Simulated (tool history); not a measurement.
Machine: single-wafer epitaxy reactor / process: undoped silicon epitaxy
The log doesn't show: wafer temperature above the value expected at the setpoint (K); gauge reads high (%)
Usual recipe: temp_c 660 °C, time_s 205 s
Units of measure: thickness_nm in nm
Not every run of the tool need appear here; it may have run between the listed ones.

run,hour,temp_c,time_s,wafers since the last listed run,hours since the last pyrometer calibration,hours since the gauge calibration,"read-back reference wafer on the same gauge, thickness_nm",thickness_nm
1,0.0,660,205,0,1468.2,238.9,35.098,41.984
2,12.6,660,216,57,1480.8,251.5,35.064,43.960
3,26.4,660,216,63,1494.6,265.3,35.099,44.058
4,102.5,660,216,348,1570.7,341.4,35.131,44.384
5,138.4,660,218,164,1606.6,377.3,35.108,44.777
6,155.6,660,205,78,1623.8,394.5,35.134,42.109
7,178.6,660,205,105,1646.8,417.5,35.127,42.090
8,203.1,660,205,112,1671.3,442.0,35.106,42.050
9,220.8,660,205,81,1689.0,459.7,35.067,42.174
10,237.4,660,205,76,1705.6,476.3,35.078,42.222
11,261.5,660,205,110,1729.7,500.4,35.128,41.905
12,274.7,660,184,60,1742.9,513.6,35.084,37.588
# hour 292.1: gauge calibrated
13,306.8,660,184,147,1775.0,14.7,35.132,37.818
14,333.5,660,205,122,1801.7,41.4,35.117,42.101
15,347.7,660,205,65,1815.9,55.6,35.085,42.186
16,361.3,666,234,62,1829.5,69.2,35.106,55.578
17,396.7,650,182,162,1864.9,104.6,35.080,29.366
18,432.4,654,165,163,1900.6,140.3,35.090,29.438
19,456.6,654,175,110,1924.8,164.5,35.115,31.208
20,478.3,664,205,99,1946.5,186.2,35.081,46.701
21,492.8,660,205,66,1961.0,200.7,35.103,42.379
# hour 535.2: pyrometer calibrated
22,535.7,664,227,160,0.5,243.6,35.066,48.736
23,544.1,660,205,38,8.9,252.0,35.096,39.795
24,564.3,673,179,92,29.1,272.2,35.094,47.848
25,578.5,660,239,65,43.3,286.4,35.113,46.627
26,597.3,660,216,86,62.1,305.2,35.111,42.112
27,626.1,673,205,132,90.9,334.0,35.104,54.522
28,647.1,660,205,96,111.9,355.0,35.093,40.098
29,660.3,654,205,60,125.1,368.2,35.114,34.531
30,675.6,664,233,70,140.4,383.5,35.102,50.064
31,695.9,665,222,93,160.7,403.8,35.088,48.759

What the log doesn't show, run by run:
gauge reads high (%): 0, the same for each run
H1: wafer temperature above the value expected at the setpoint (K)
run,H1
1,1.55
2,1.56
3,1.58
4,1.66
5,1.71
6,1.73
7,1.75
8,1.78
9,1.8
10,1.82
11,1.85
12,1.86
13,1.9
14,1.93
15,1.95
16,1.96
17,2
18,2.04
19,2.07
20,2.1
21,2.11
22,-0.371
23,-0.361
24,-0.338
25,-0.322
26,-0.3
27,-0.267
28,-0.243
29,-0.227
30,-0.21
31,-0.186
